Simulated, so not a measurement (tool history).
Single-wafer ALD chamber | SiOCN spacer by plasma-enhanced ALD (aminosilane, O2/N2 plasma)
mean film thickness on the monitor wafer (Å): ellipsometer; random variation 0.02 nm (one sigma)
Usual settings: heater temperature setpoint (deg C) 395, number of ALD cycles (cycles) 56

| run | hour | heater temperature setpoint (deg C) | number of ALD cycles (cycles) | wafers since the last listed run | hours since the last thermocouple change | hours since the gauge calibration | read-back reference wafer on the same gauge, thickness_nm | mean film thickness on the monitor wafer (Å) |
|---|---|---|---|---|---|---|---|---|
| 1 | 0.0 | 395 | 56 | 0 | 1446.7 | 63.6 | 3.682 | 34.89 |
| 2 | 45.7 | 395 | 56 | 213 | 1492.4 | 109.3 | 3.668 | 35.41 |
| 3 | 125.3 | 395 | 56 | 371 | 1572.0 | 188.9 | 3.665 | 34.90 |
| 4 | 227.7 | 395 | 56 | 478 | 1674.4 | 291.3 | 3.674 | 35.14 |
| 5 | 279.5 | 395 | 56 | 242 | 1726.2 | 343.1 | 3.670 | 35.50 |
| 6 | 354.9 | 395 | 56 | 352 | 1801.6 | 418.5 | 3.668 | 35.37 |
| 7 | 436.6 | 395 | 56 | 381 | 1883.3 | 500.2 | 3.681 | 35.24 |
|  | 539.9 | thermocouple changed; heater temperature recalibrated |
| 8 | 540.4 | 389 | 56 | 447 | 0.5 | 604.0 | 3.664 | 35.58 |
| 9 | 734.9 | 410 | 48 | 908 | 195.0 | 798.5 | 3.676 | 28.89 |
| 10 | 818.0 | 395 | 56 | 388 | 278.1 | 881.6 | 3.673 | 35.19 |
| 11 | 914.0 | 407 | 56 | 448 | 374.1 | 977.6 | 3.669 | 34.35 |
|  | 955.1 | gauge calibrated |
| 12 | 999.9 | 408 | 56 | 401 | 460.0 | 44.8 | 3.677 | 34.28 |
| 13 | 1096.0 | 395 | 56 | 448 | 556.1 | 140.9 | 3.674 | 35.38 |
| 14 | 1144.1 | 400 | 61 | 224 | 604.2 | 189.0 | 3.668 | 38.53 |
| 15 | 1223.5 | 400 | 61 | 370 | 683.6 | 268.4 | 3.680 | 38.85 |
| 16 | 1279.6 | 385 | 53 | 262 | 739.7 | 324.5 | 3.658 | 33.33 |

Forecast each of these 5 alternatives for the next run:
| A | 1280.1 | 395 | 56 | 2 | 740.2 | 325.0 | ? | ? |
| B | 1280.1 | 395 | 49 | 2 | 740.2 | 325.0 | ? | ? |
| C | 1280.1 | 408 | 62 | 2 | 740.2 | 325.0 | ? | ? |
| D | 1280.1 | 406 | 53 | 2 | 740.2 | 325.0 | ? | ? |
| E | 1280.1 | 389 | 50 | 2 | 740.2 | 325.0 | ? | ? |

| run | read-back reference wafer on the same gauge, thickness_nm | mean film thickness on the monitor wafer (Å) |
|---|---|---|
| A | 3.671 | 35.12 |
| B | 3.671 | 30.73 |
| C | 3.671 | 37.74 |
| D | 3.671 | 32.49 |
| E | 3.671 | 31.36 |
Without the tool's hidden state the same runs would have given:
| run | mean film thickness on the monitor wafer (Å) |
|---|---|
| A | 35.12 |
| B | 30.73 |
| C | 37.74 |
| D | 32.49 |
| E | 31.36 |
